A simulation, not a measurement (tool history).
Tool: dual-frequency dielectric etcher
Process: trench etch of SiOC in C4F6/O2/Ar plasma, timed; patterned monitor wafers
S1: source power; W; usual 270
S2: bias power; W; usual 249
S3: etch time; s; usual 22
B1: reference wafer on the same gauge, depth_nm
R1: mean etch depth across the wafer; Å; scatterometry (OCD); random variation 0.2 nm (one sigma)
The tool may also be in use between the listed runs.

Run 1, hour 0: usual settings; B1 44.74. Result: R1 412.1 Å.
Run 2, hour 79.4: usual settings; B1 44.79. Result: R1 412.5 Å.
At hour 143.8: wet clean of the chamber.
Run 3, hour 145.5: usual settings but S2 275 W; B1 44.81. Result: R1 430.1 Å.
Run 4, hour 195.4: usual settings but S2 218 W; B1 44.84. Result: R1 381.9 Å.
Run 5, hour 277.6: usual settings; B1 44.84. Result: R1 410.3 Å.
Run 6, hour 347.1: usual settings; B1 44.86. Result: R1 408.9 Å.
Run 7, hour 408.1: usual settings but S3 19 s; B1 44.88. Result: R1 354.9 Å.
Run 8, hour 477.4: usual settings but S3 19 s; B1 44.78. Result: R1 355.8 Å.
Run 9, hour 530.8: usual settings; B1 44.79. Result: R1 409.5 Å.
At hour 607.2: wet clean of the chamber.
Run 10, hour 607.7: usual settings but S3 17 s; B1 44.8. Result: R1 315.9 Å.
Run 11, hour 689: usual settings; B1 44.77. Result: R1 405.7 Å.
Run 12, hour 779.2: usual settings; B1 44.8. Result: R1 403.3 Å.
Run 13, hour 815.7: usual settings; B1 44.82. Result: R1 408.8 Å.
Run 14, hour 862.5: usual settings but S2 214 W, S3 15.5 s; B1 44.76. Result: R1 264.8 Å.
At hour 931.8: upper electrode replaced.
Run 15, hour 941.4: usual settings but S3 24 s; B1 44.88. Result: R1 443.8 Å.
Run 16, hour 982: usual settings but S3 16 s; B1 44.8. Result: R1 295.7 Å.
At hour 1016.5: wet clean of the chamber.
At hour 1037.4: bias power generator calibrated.
Run 17, hour 1037.9: usual settings but S1 330 W; B1 44.81. Result: R1 441.4 Å.
At hour 1075.1: gauge calibrated.
Run 18, hour 1132: usual settings but S2 265 W, S3 17 s; B1 44.77. Result: R1 329.1 Å.
Run 19, hour 1224.1: usual settings; B1 44.79. Result: R1 412.5 Å.
Run 20, hour 1266.7: usual settings; B1 44.79. Result: R1 410.6 Å.
Run 21, hour 1326: usual settings but S1 230 W, S2 205 W, S3 20 s; B1 44.75. Result: R1 319.5 Å.
Run 22, hour 1371.9: usual settings but S1 290 W; B1 44.73. Result: R1 421.4 Å.
Run 23, hour 1415.1: usual settings but S1 300 W; B1 44.74. Result: R1 425.7 Å.
Run 24, hour 1500.5: usual settings; B1 44.76. Result: R1 412 Å.
At hour 1549.9: source power generator calibrated.
At hour 1557.6: wet clean of the chamber.
Run 25, hour 1595: usual settings but S2 289 W; B1 44.8. Result: R1 444.2 Å.
Run 26, hour 1895.3: usual settings; B1 44.79. Result: R1 411.3 Å.
Run 27, hour 1973.9: usual settings but S2 269 W, S3 27 s; B1 44.75. Result: R1 524.5 Å.
At hour 2023.2: wet clean of the chamber.
Run 28, hour 2057.9: usual settings but S1 290 W, S3 16 s; B1 44.81. Result: R1 306.8 Å.
Run 29, hour 2133.5: usual settings; B1 44.74. Result: R1 410.4 Å.

The tool's hidden state at each run:
etch rate over this chamber's usual, %: 0 in every run
source power that arrives over what is set, %: 0 in every run
gauge reads high (%): 0 in every run
H1: bias power that arrives over what is set, %
run     H1
  1  -1.71
  2  -1.87
  3     -2
  4  -2.11
  5  -2.29
  6  -2.45
  7  -2.59
  8  -2.76
  9   -2.9
 10   -3.1
 11  -3.32
 12  -3.57
 13  -3.68
 14  -3.81
 15  -4.05
 16  -4.18
 17  -1.21
 18  -1.22
 19  -1.23
 20  -1.25
 21  -1.26
 22  -1.28
 23   -1.3
 24  -1.34
 25   -1.4
 26  -1.66
 27  -1.75
 28  -1.84
 29  -1.94
